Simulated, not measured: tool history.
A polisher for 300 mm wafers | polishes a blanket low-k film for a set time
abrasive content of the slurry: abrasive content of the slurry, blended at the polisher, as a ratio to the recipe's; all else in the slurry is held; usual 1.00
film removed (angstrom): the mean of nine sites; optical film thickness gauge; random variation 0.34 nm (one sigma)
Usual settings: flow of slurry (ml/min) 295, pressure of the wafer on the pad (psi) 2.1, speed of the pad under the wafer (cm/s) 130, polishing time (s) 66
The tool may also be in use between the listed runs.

run,hour,flow of slurry (ml/min),pressure of the wafer on the pad (psi),speed of the pad under the wafer (cm/s),abrasive content of the slurry,polishing time (s),wafers since the last listed run,wafers polished on this pad,hours since the slurry nozzle was cleaned,hours since the head pressure was calibrated,hours since the slurry blender was calibrated,hours since the conditioning disc was replaced,"incoming thickness of the incoming film, nm",film removed (angstrom)
1,0.0,350,2.1,130,1.00,66,0,4280,366.1,84.2,67.5,230.8,313.1,307
# hour 46.3: worn pad replaced by a new one
2,80.5,295,2.1,130,1.00,66,520,232,446.6,164.7,148.0,311.3,313.8,322
3,156.8,295,2.1,172,1.00,60,519,752,522.9,241.0,224.3,387.6,313.6,350
4,241.3,295,2.1,130,1.00,66,575,1327,607.4,325.5,308.8,472.1,312.8,320
5,330.5,325,1.9,130,1.00,86,607,1934,696.6,414.7,398.0,561.3,308.9,369
6,401.9,250,2.1,112,1.00,59,486,2420,768.0,486.1,469.4,632.7,309.3,258
# hour 403.5: slurry nozzle cleaned
# hour 496.5: conditioning disc replaced and pad reconditioned
7,504.3,295,2.1,130,1.00,47,676,3097,100.8,588.5,571.8,7.8,310.6,224
8,550.9,295,2.1,168,1.00,66,317,3414,147.4,635.1,618.4,54.4,313.6,362
# hour 630.1: slurry blender recalibrated
# hour 651.8: head pressure recalibrated
9,654.4,295,1.8,130,1.00,72,677,4091,250.9,2.6,24.3,157.9,311.3,287
10,694.9,295,2.1,130,1.00,66,275,4367,291.4,43.1,64.8,198.4,310.7,307
# hour 706.5: worn pad replaced by a new one
11,776.9,295,2.1,130,0.85,89,530,479,373.4,125.1,146.8,280.4,307.4,406
12,828.1,370,2.1,130,1.00,66,348,827,424.6,176.3,198.0,331.6,307.0,325
13,917.4,295,2.6,130,0.80,66,607,1435,513.9,265.6,287.3,420.9,309.1,359
14,979.8,295,2.1,130,1.00,66,424,1860,576.3,328.0,349.7,483.3,309.6,310
15,1061.6,250,2.1,112,1.00,59,556,2417,658.1,409.8,431.5,565.1,308.8,252
# hour 1127.4: slurry nozzle cleaned
16,1130.1,335,2.1,92,1.20,66,459,2876,2.7,478.3,500.0,633.6,311.4,276
# hour 1181.2: conditioning disc replaced and pad reconditioned
17,1184.9,295,2.1,130,1.25,73,359,3236,57.5,533.1,554.8,3.7,307.0,374
18,1280.7,255,2.1,108,1.00,51,652,3888,153.3,628.9,650.6,99.5,306.3,216
# hour 1308.7: slurry blender recalibrated
19,1329.8,295,2.1,130,0.75,66,320,4209,202.4,678.0,21.1,148.6,313.7,281
# hour 1404.9: worn pad replaced by a new one
20,1433.0,295,2.1,106,1.00,66,675,191,305.6,781.2,124.3,251.8,306.5,287
# hour 1461.8: head pressure recalibrated
21,1472.2,295,2.1,130,1.00,66,253,444,344.8,10.4,163.5,291.0,311.9,319
22,1543.4,295,2.1,130,1.00,66,484,929,416.0,81.6,234.7,362.2,305.9,319
23,1592.8,360,2.4,130,1.00,66,336,1265,465.4,131.0,284.1,411.6,311.9,362
24,1656.3,295,2.1,154,1.10,66,432,1697,528.9,194.5,347.6,475.1,309.2,358
25,1753.7,395,1.7,150,0.85,66,663,2360,626.3,291.9,445.0,572.5,307.2,258

5 ways to go on from here, each from the tool as it stands after run 25. What would each give?
A,1754.1,295,2.1,130,1.00,66,2,2363,626.7,292.3,445.4,572.9,312.8,?
B,1754.1,295,1.4,130,1.00,66,2,2363,626.7,292.3,445.4,572.9,312.8,?
C,1754.1,295,1.8,130,1.00,66,2,2363,626.7,292.3,445.4,572.9,312.8,?
D,1754.1,295,2.1,130,1.00,85,2,2363,626.7,292.3,445.4,572.9,312.8,?
E,1754.1,295,2.7,130,0.80,66,2,2363,626.7,292.3,445.4,572.9,312.8,?

run,film removed (angstrom)
A,309
B,206
C,265
D,399
E,366
Without the tool's hidden state the same runs would have given:
run,film removed (angstrom)
A,329
B,219
C,282
D,423
E,389
